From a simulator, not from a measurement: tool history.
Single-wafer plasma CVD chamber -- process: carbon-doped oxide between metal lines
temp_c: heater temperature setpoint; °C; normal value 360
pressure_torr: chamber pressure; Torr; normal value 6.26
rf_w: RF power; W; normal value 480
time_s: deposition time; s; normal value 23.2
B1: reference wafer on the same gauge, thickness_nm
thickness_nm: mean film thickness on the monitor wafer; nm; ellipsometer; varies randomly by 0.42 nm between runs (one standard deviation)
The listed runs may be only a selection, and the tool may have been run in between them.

Run 1, hour 0.0: usual settings; B1 120.067. Result: thickness_nm 115.269 nm.
Run 2, hour 44.9: usual settings; B1 120.061. Result: thickness_nm 114.525 nm.
Run 3, hour 149.8: usual settings; B1 119.984. Result: thickness_nm 114.378 nm.
Run 4, hour 213.7: usual settings but rf_w 435 W; B1 119.996. Result: thickness_nm 107.301 nm.
Run 5, hour 304.6: usual settings but rf_w 435 W; B1 119.942. Result: thickness_nm 107.535 nm.
Run 6, hour 345.1: usual settings but rf_w 450 W; B1 119.864. Result: thickness_nm 109.412 nm.
Run 7, hour 407.0: usual settings but rf_w 450 W; B1 119.941. Result: thickness_nm 110.242 nm.
Run 8, hour 480.2: usual settings but rf_w 450 W; B1 119.953. Result: thickness_nm 110.162 nm.
At hour 490.0: gauge calibrated.
Run 9, hour 518.8: usual settings but time_s 21.1 s; B1 120.029. Result: thickness_nm 103.590 nm.
Run 10, hour 557.8: usual settings; B1 120.054. Result: thickness_nm 114.884 nm.
At hour 712.3: RF generator calibrated.
At hour 714.9: showerhead replaced.
At hour 797.3: capacitance manometer re-zeroed and calibrated.
Run 11, hour 871.5: usual settings; B1 119.911. Result: thickness_nm 115.451 nm.
Run 12, hour 908.4: usual settings but temp_c 373 °C, pressure_torr 5.26 Torr, rf_w 520 W, time_s 25.7 s; B1 120.022. Result: thickness_nm 126.978 nm.
Run 13, hour 946.8: usual settings but rf_w 450 W; B1 119.981. Result: thickness_nm 110.573 nm.
At hour 974.6: thermocouple changed; heater temperature recalibrated.
Run 14, hour 1002.9: usual settings; B1 120.010. Result: thickness_nm 114.898 nm.
Run 15, hour 1055.2: usual settings but temp_c 371 °C, pressure_torr 5.30 Torr; B1 119.988. Result: thickness_nm 109.954 nm.
Run 16, hour 1141.0: usual settings but pressure_torr 5.40 Torr, rf_w 530 W; B1 119.921. Result: thickness_nm 120.322 nm.
Run 17, hour 1221.9: usual settings but pressure_torr 7.37 Torr, time_s 27.7 s; B1 120.022. Result: thickness_nm 138.093 nm.
Run 18, hour 1273.2: usual settings but temp_c 351 °C, pressure_torr 7.18 Torr, rf_w 420 W, time_s 25.7 s; B1 120.059. Result: thickness_nm 119.776 nm.
Run 19, hour 1376.4: usual settings but rf_w 555 W, time_s 27.3 s; B1 119.942. Result: thickness_nm 146.556 nm.
Run 20, hour 1457.8: usual settings but time_s 21.1 s; B1 120.016. Result: thickness_nm 104.367 nm.
Run 21, hour 1520.5: usual settings but temp_c 374 °C, rf_w 390 W; B1 119.916. Result: thickness_nm 95.404 nm.
Run 22, hour 1624.3: usual settings but rf_w 555 W, time_s 27.3 s; B1 120.002. Result: thickness_nm 147.623 nm.

What was the tool's hidden state at every run in the log?
wafer temperature above the value expected at the setpoint (K): 0 in every run
delivered RF power above the setpoint (%): 0 in every run
true pressure above the setpoint (%): 0 in every run
gauge reads high (%): 0 in every run
